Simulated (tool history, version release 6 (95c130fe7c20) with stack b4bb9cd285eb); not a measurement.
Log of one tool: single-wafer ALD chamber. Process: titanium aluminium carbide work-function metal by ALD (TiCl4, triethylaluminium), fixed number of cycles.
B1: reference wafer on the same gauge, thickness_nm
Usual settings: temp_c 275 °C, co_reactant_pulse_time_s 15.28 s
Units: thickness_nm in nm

run 1 hour=0.0 | temp_c=266 co_reactant_pulse_time_s=15.28 | B1=1.635 | thickness_nm=1.881
run 2 hour=29.1 | temp_c=266 co_reactant_pulse_time_s=15.28 | B1=1.626 | thickness_nm=1.874
run 3 hour=44.8 | temp_c=275 co_reactant_pulse_time_s=19.44 | B1=1.631 | thickness_nm=1.945
run 4 hour=73.1 | temp_c=275 co_reactant_pulse_time_s=19.44 | B1=1.628 | thickness_nm=1.960
-- hour=100.0 gauge calibrated
run 5 hour=106.9 | temp_c=275 co_reactant_pulse_time_s=15.28 | B1=1.630 | thickness_nm=1.944
run 6 hour=136.3 | temp_c=275 co_reactant_pulse_time_s=15.28 | B1=1.628 | thickness_nm=1.931
run 7 hour=152.0 | temp_c=275 co_reactant_pulse_time_s=15.28 | B1=1.630 | thickness_nm=1.941
run 8 hour=168.7 | temp_c=275 co_reactant_pulse_time_s=12.60 | B1=1.627 | thickness_nm=1.905
run 9 hour=204.0 | temp_c=275 co_reactant_pulse_time_s=12.60 | B1=1.629 | thickness_nm=1.875
run 10 hour=220.6 | temp_c=280 co_reactant_pulse_time_s=15.28 | B1=1.628 | thickness_nm=1.950
run 11 hour=241.8 | temp_c=275 co_reactant_pulse_time_s=10.81 | B1=1.628 | thickness_nm=1.804
-- hour=300.5 triethylaluminium bottle replaced
run 12 hour=323.8 | temp_c=275 co_reactant_pulse_time_s=10.81 | B1=1.628 | thickness_nm=1.882
-- hour=338.1 showerhead replaced, of another model than before
run 13 hour=352.1 | temp_c=275 co_reactant_pulse_time_s=15.28 | B1=1.631 | thickness_nm=1.945
run 14 hour=386.5 | temp_c=289 co_reactant_pulse_time_s=9.55 | B1=1.629 | thickness_nm=2.004
-- hour=418.3 thermocouple changed; heater temperature recalibrated
run 15 hour=459.8 | temp_c=287 co_reactant_pulse_time_s=12.69 | B1=1.633 | thickness_nm=2.040
run 16 hour=483.6 | temp_c=275 co_reactant_pulse_time_s=18.17 | B1=1.629 | thickness_nm=1.974
run 17 hour=518.1 | temp_c=275 co_reactant_pulse_time_s=15.28 | B1=1.633 | thickness_nm=1.938
run 18 hour=575.5 | temp_c=266 co_reactant_pulse_time_s=20.36 | B1=1.630 | thickness_nm=1.883
run 19 hour=617.5 | temp_c=275 co_reactant_pulse_time_s=10.81 | B1=1.630 | thickness_nm=1.902
-- hour=619.1 gauge calibrated
run 20 hour=645.8 | temp_c=275 co_reactant_pulse_time_s=12.31 | B1=1.631 | thickness_nm=1.901
run 21 hour=662.8 | temp_c=262 co_reactant_pulse_time_s=15.28 | B1=1.631 | thickness_nm=1.843
run 22 hour=684.0 | temp_c=275 co_reactant_pulse_time_s=15.28 | B1=1.628 | thickness_nm=1.949
run 23 hour=707.8 | temp_c=264 co_reactant_pulse_time_s=18.26 | B1=1.624 | thickness_nm=1.858
run 24 hour=731.4 | temp_c=263 co_reactant_pulse_time_s=11.44 | B1=1.625 | thickness_nm=1.792
run 25 hour=751.7 | temp_c=287 co_reactant_pulse_time_s=10.98 | B1=1.627 | thickness_nm=1.964
run 26 hour=785.8 | temp_c=283 co_reactant_pulse_time_s=13.37 | B1=1.631 | thickness_nm=1.964

Hidden state or all else? Some run-to-run changes of thickness_nm, split into what the settings, what came in and random variation would give without the hidden state, and what is left for the hidden state (with any gauge scatter that isn't in both results):
The hidden state here: wafer temperature above the value expected at the setpoint (K); triethylaluminium dose above that of a fresh bottle (%); gauge reads high (%).
Run 10 -> 11: temp_c 280 -> 275, co_reactant_pulse_time_s 15.28 -> 10.81. thickness_nm -0.146 nm: hidden state -0.071, all else -0.075.
Run 11 -> 12: triethylaluminium bottle replaced. thickness_nm +0.078 nm: hidden state +0.080, all else -0.002.
Run 24 -> 25: temp_c 263 -> 287, co_reactant_pulse_time_s 11.44 -> 10.98. thickness_nm +0.172 nm: hidden state -0.014, all else +0.186.

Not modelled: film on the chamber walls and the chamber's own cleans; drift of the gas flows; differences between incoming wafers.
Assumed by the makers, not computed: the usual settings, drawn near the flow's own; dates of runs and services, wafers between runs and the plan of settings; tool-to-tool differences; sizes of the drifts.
